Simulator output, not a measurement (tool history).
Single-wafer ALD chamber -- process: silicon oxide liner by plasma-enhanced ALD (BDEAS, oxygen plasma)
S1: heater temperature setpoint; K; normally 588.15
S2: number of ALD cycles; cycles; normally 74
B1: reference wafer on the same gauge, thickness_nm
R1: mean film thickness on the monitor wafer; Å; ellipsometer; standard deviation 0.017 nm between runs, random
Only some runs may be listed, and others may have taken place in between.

Run 1, hour 0.0: usual settings; B1 6.695. Result: R1 67.64 Å.
Run 2, hour 12.6: usual settings; B1 6.699. Result: R1 67.54 Å.
Run 3, hour 103.3: usual settings; B1 6.695. Result: R1 67.90 Å.
Run 4, hour 115.4: usual settings; B1 6.704. Result: R1 67.87 Å.
Run 5, hour 149.4: usual settings but S2 85 cycles; B1 6.703. Result: R1 77.55 Å.
Run 6, hour 178.6: usual settings but S2 85 cycles; B1 6.699. Result: R1 77.62 Å.
Run 7, hour 200.8: usual settings but S2 85 cycles; B1 6.707. Result: R1 78.02 Å.
Run 8, hour 222.8: usual settings; B1 6.709. Result: R1 68.07 Å.
Run 9, hour 258.9: usual settings; B1 6.719. Result: R1 67.91 Å.
Run 10, hour 279.8: usual settings but S1 580.15 K, S2 77 cycles; B1 6.722. Result: R1 71.46 Å.
Run 11, hour 293.0: usual settings but S2 66 cycles; B1 6.715. Result: R1 60.70 Å.
Run 12, hour 319.8: usual settings but S2 66 cycles; B1 6.729. Result: R1 60.44 Å.
Run 13, hour 333.8: usual settings; B1 6.726. Result: R1 68.21 Å.
Run 14, hour 360.9: usual settings; B1 6.732. Result: R1 67.97 Å.
Run 15, hour 389.1: usual settings but S1 583.15 K; B1 6.741. Result: R1 68.81 Å.
Run 16, hour 424.2: usual settings but S1 583.15 K; B1 6.746. Result: R1 68.92 Å.
Run 17, hour 456.6: usual settings but S1 583.15 K; B1 6.751. Result: R1 68.95 Å.
Run 18, hour 484.9: usual settings; B1 6.758. Result: R1 68.38 Å.
Run 19, hour 520.0: usual settings; B1 6.768. Result: R1 68.44 Å.
Run 20, hour 545.4: usual settings; B1 6.781. Result: R1 68.69 Å.
At hour 558.6: thermocouple changed; heater temperature recalibrated.
Run 21, hour 571.3: usual settings but S1 599.15 K, S2 66 cycles; B1 6.785. Result: R1 60.31 Å.
Run 22, hour 590.9: usual settings; B1 6.784. Result: R1 68.69 Å.
Run 23, hour 608.2: usual settings but S2 84 cycles; B1 6.796. Result: R1 77.83 Å.
Run 24, hour 625.1: usual settings but S2 68 cycles; B1 6.799. Result: R1 63.25 Å.
Run 25, hour 652.5: usual settings but S1 595.15 K, S2 70 cycles; B1 6.808. Result: R1 64.57 Å.
Run 26, hour 687.3: usual settings but S1 582.15 K, S2 64 cycles; B1 6.821. Result: R1 59.99 Å.
Run 27, hour 721.7: usual settings but S1 573.15 K, S2 63 cycles; B1 6.834. Result: R1 60.17 Å.
At hour 727.8: gauge calibrated.
Run 28, hour 734.0: usual settings but S1 597.15 K, S2 89 cycles; B1 6.720. Result: R1 80.93 Å.
Run 29, hour 751.5: usual settings; B1 6.724. Result: R1 67.52 Å.
Run 30, hour 773.1: usual settings; B1 6.720. Result: R1 68.01 Å.
Run 31, hour 798.9: usual settings but S2 86 cycles; B1 6.715. Result: R1 78.72 Å.
Run 32, hour 826.4: usual settings but S1 594.15 K, S2 67 cycles; B1 6.720. Result: R1 61.08 Å.
Run 33, hour 838.9: usual settings; B1 6.726. Result: R1 68.11 Å.
Run 34, hour 924.9: usual settings but S1 592.15 K, S2 70 cycles; B1 6.731. Result: R1 64.04 Å.
Run 35, hour 943.1: usual settings but S1 601.15 K, S2 65 cycles; B1 6.732. Result: R1 58.96 Å.
Run 36, hour 961.9: usual settings; B1 6.733. Result: R1 68.09 Å.
Run 37, hour 976.2: usual settings but S2 86 cycles; B1 6.737. Result: R1 79.17 Å.
Run 38, hour 1007.7: usual settings; B1 6.737. Result: R1 68.39 Å.
Run 39, hour 1029.5: usual settings but S1 578.15 K, S2 60 cycles; B1 6.740. Result: R1 56.17 Å.
Run 40, hour 1059.4: usual settings but S2 62 cycles; B1 6.747. Result: R1 57.12 Å.
Run 41, hour 1088.1: usual settings but S1 600.15 K, S2 78 cycles; B1 6.759. Result: R1 70.76 Å.
Run 42, hour 1107.7: usual settings but S1 578.15 K; B1 6.766. Result: R1 69.71 Å.

How would selected steps in R1 from run to run divide? Give the signed amount a tool lacking its hidden state would still show from settings, what came in and random variation, and the signed amount left for the hidden state, including any gauge scatter that is not in both of the compared results.
The hidden state here: wafer temperature above the value expected at the setpoint (K); gauge reads high (%).
Run 21 -> 22: S1 599.15 -> 588.15, S2 66 -> 74. R1 +8.38 Å: hidden state +0.14, all else +8.24.
Run 22 -> 23: S2 74 -> 84. R1 +9.14 Å: hidden state +0.14, all else +9.00.
Run 23 -> 24: S2 84 -> 68. R1 -14.58 Å: hidden state -0.10, all else -14.48.
Run 27 -> 28: S1 573.15 -> 597.15, S2 63 -> 89, gauge calibrated. R1 +20.76 Å: hidden state -0.99, all else +21.75.
Run 31 -> 32: S1 588.15 -> 594.15, S2 86 -> 67. R1 -17.64 Å: hidden state +0.01, all else -17.65.

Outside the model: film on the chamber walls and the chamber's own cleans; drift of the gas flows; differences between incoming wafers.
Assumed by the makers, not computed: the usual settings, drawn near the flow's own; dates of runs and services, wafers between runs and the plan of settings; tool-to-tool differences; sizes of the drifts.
